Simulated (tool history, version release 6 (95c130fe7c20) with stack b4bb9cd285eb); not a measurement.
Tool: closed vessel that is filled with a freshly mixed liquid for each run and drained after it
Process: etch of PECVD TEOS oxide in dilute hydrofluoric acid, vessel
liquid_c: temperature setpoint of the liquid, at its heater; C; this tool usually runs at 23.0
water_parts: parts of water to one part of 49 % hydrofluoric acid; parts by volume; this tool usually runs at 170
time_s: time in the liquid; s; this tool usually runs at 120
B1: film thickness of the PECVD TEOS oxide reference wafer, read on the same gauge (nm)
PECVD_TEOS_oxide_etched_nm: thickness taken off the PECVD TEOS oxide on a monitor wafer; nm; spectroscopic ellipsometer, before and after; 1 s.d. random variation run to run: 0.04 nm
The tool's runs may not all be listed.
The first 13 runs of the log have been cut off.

run 14 hour=398.9 | liquid_c=23.0 water_parts=230 time_s=140 | B1=30.00 | PECVD_TEOS_oxide_etched_nm=4.95
run 15 hour=421.0 | liquid_c=27.5 water_parts=95 time_s=120 | B1=30.00 | PECVD_TEOS_oxide_etched_nm=14.06
run 16 hour=438.9 | liquid_c=26.5 water_parts=125 time_s=160 | B1=29.99 | PECVD_TEOS_oxide_etched_nm=13.38
run 17 hour=463.3 | liquid_c=23.0 water_parts=170 time_s=120 | B1=30.02 | PECVD_TEOS_oxide_etched_nm=6.01
run 18 hour=498.4 | liquid_c=23.0 water_parts=170 time_s=60 | B1=29.99 | PECVD_TEOS_oxide_etched_nm=3.01
run 19 hour=526.9 | liquid_c=25.5 water_parts=110 time_s=60 | B1=29.99 | PECVD_TEOS_oxide_etched_nm=5.52
run 20 hour=560.5 | liquid_c=26.5 water_parts=170 time_s=95 | B1=29.99 | PECVD_TEOS_oxide_etched_nm=5.50
run 21 hour=585.8 | liquid_c=23.0 water_parts=95 time_s=120 | B1=30.01 | PECVD_TEOS_oxide_etched_nm=11.80
run 22 hour=612.7 | liquid_c=27.0 water_parts=210 time_s=90 | B1=29.99 | PECVD_TEOS_oxide_etched_nm=4.09
run 23 hour=635.7 | liquid_c=23.0 water_parts=145 time_s=75 | B1=30.02 | PECVD_TEOS_oxide_etched_nm=4.55
run 24 hour=649.7 | liquid_c=26.0 water_parts=215 time_s=160 | B1=29.96 | PECVD_TEOS_oxide_etched_nm=6.71
run 25 hour=686.5 | liquid_c=19.5 water_parts=210 time_s=175 | B1=30.01 | PECVD_TEOS_oxide_etched_nm=5.87
run 26 hour=739.1 | liquid_c=25.0 water_parts=150 time_s=120 | B1=30.01 | PECVD_TEOS_oxide_etched_nm=7.51
run 27 hour=753.7 | liquid_c=23.0 water_parts=105 time_s=120 | B1=30.05 | PECVD_TEOS_oxide_etched_nm=10.45
run 28 hour=785.7 | liquid_c=23.0 water_parts=170 time_s=120 | B1=29.99 | PECVD_TEOS_oxide_etched_nm=6.00
run 29 hour=810.9 | liquid_c=23.0 water_parts=190 time_s=120 | B1=30.05 | PECVD_TEOS_oxide_etched_nm=5.21
run 30 hour=836.7 | liquid_c=23.0 water_parts=190 time_s=100 | B1=30.04 | PECVD_TEOS_oxide_etched_nm=4.36
run 31 hour=870.6 | liquid_c=23.0 water_parts=200 time_s=165 | B1=29.98 | PECVD_TEOS_oxide_etched_nm=6.75
run 32 hour=888.8 | liquid_c=23.0 water_parts=170 time_s=120 | B1=30.03 | PECVD_TEOS_oxide_etched_nm=5.98

What will run 33 give?
run 33 hour=918.2 | liquid_c=20.0 water_parts=170 time_s=160 | B1=? | PECVD_TEOS_oxide_etched_nm=?

{"run 33": {"B1": 30.02, "PECVD_TEOS_oxide_etched_nm": 7.06}}
Without the tool's hidden state the same run would have given PECVD_TEOS_oxide_etched_nm 7.37 nm.
